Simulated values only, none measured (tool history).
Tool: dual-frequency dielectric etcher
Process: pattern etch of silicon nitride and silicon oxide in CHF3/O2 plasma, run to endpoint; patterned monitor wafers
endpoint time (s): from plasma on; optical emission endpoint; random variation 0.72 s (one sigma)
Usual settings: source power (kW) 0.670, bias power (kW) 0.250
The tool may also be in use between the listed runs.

run	day	source power (kW)	bias power (kW)	wafers since the last listed run	hours since the last wet clean	hours since the last source power generator calibration	hours since the last bias power generator calibration	hours since the last upper electrode change	incoming incoming film thickness, nm	endpoint time (s)
1	0.000	0.670	0.250	0	560.7	1983.0	2003.0	4068.6	258.1	138.7
# day 1.092: wet clean of the chamber
2	1.725	0.670	0.250	77	15.2	2024.4	2044.4	4110.0	258.1	135.1
3	4.675	0.670	0.250	317	86.0	2095.2	2115.2	4180.8	258.0	136.5
4	5.796	0.610	0.296	120	112.9	2122.1	2142.1	4207.7	260.0	134.9
5	8.708	0.610	0.296	313	182.8	2192.0	2212.0	4277.6	258.0	135.0
6	9.846	0.610	0.296	122	210.1	2219.3	2239.3	4304.9	258.8	135.1
7	12.438	0.670	0.216	278	272.3	2281.5	2301.5	4367.1	256.3	144.4
8	13.904	0.670	0.216	157	307.5	2316.7	2336.7	4402.3	259.0	145.1
9	15.317	0.670	0.250	151	341.4	2350.6	2370.6	4436.2	257.9	138.5
10	16.346	0.670	0.250	110	366.1	2375.3	2395.3	4460.9	261.7	140.6
11	17.538	0.670	0.250	128	394.7	2403.9	2423.9	4489.5	260.4	139.3
12	20.525	0.670	0.250	321	466.4	2475.6	2495.6	4561.2	259.3	139.3
# day 23.154: wet clean of the chamber
# day 24.658: bias power generator calibrated
13	28.271	0.670	0.250	707	122.8	2661.5	86.7	4747.1	260.9	137.0
14	30.288	0.670	0.271	216	171.2	2709.9	135.1	4795.5	259.7	133.7
15	32.717	0.670	0.250	261	229.5	2768.2	193.4	4853.8	258.4	136.8
16	35.200	0.670	0.250	267	289.1	2827.8	253.0	4913.4	260.3	139.0
# day 37.967: upper electrode replaced
17	38.042	0.530	0.250	198	357.3	2896.0	321.2	1.8	260.4	150.4
18	40.571	0.670	0.250	271	418.0	2956.7	381.9	62.5	258.7	138.7
19	42.996	0.540	0.250	260	476.2	3014.9	440.1	120.7	260.2	150.6
20	45.646	0.600	0.250	284	539.8	3078.5	503.7	184.3	261.1	147.5
21	47.071	0.600	0.284	153	574.0	3112.7	537.9	218.5	261.0	140.5
# day 49.054: wet clean of the chamber
22	49.075	0.670	0.250	107	0.5	3160.8	586.0	266.6	261.5	137.3
23	51.258	0.810	0.226	234	52.9	3213.2	638.4	319.0	261.4	132.4
# day 53.650: source power generator calibrated
24	54.175	0.670	0.250	295	122.9	12.6	708.4	389.0	256.1	135.5
25	60.496	0.500	0.298	679	274.6	164.3	860.1	540.7	262.1	146.3
26	62.854	0.670	0.280	253	331.2	220.9	916.7	597.3	256.9	132.0
27	64.688	0.760	0.250	197	375.2	264.9	960.7	641.3	257.2	131.0
28	66.942	0.790	0.250	242	429.3	319.0	1014.8	695.4	259.7	130.7
29	68.021	0.820	0.212	116	455.2	344.9	1040.7	721.3	261.6	136.2

Forecast each of these 4 alternatives for the next run:
A	68.042	0.670	0.250	2	455.7	345.4	1041.2	721.8	257.0	?
B	68.042	0.580	0.286	2	455.7	345.4	1041.2	721.8	257.0	?
C	68.042	0.730	0.218	2	455.7	345.4	1041.2	721.8	257.0	?
D	68.042	0.760	0.230	2	455.7	345.4	1041.2	721.8	257.0	?

run	endpoint time (s)
A	139.6
B	140.8
C	141.3
D	136.8
Without the tool's hidden state the same runs would have given:
run	endpoint time (s)
A	135.6
B	136.7
C	137.2
D	132.9

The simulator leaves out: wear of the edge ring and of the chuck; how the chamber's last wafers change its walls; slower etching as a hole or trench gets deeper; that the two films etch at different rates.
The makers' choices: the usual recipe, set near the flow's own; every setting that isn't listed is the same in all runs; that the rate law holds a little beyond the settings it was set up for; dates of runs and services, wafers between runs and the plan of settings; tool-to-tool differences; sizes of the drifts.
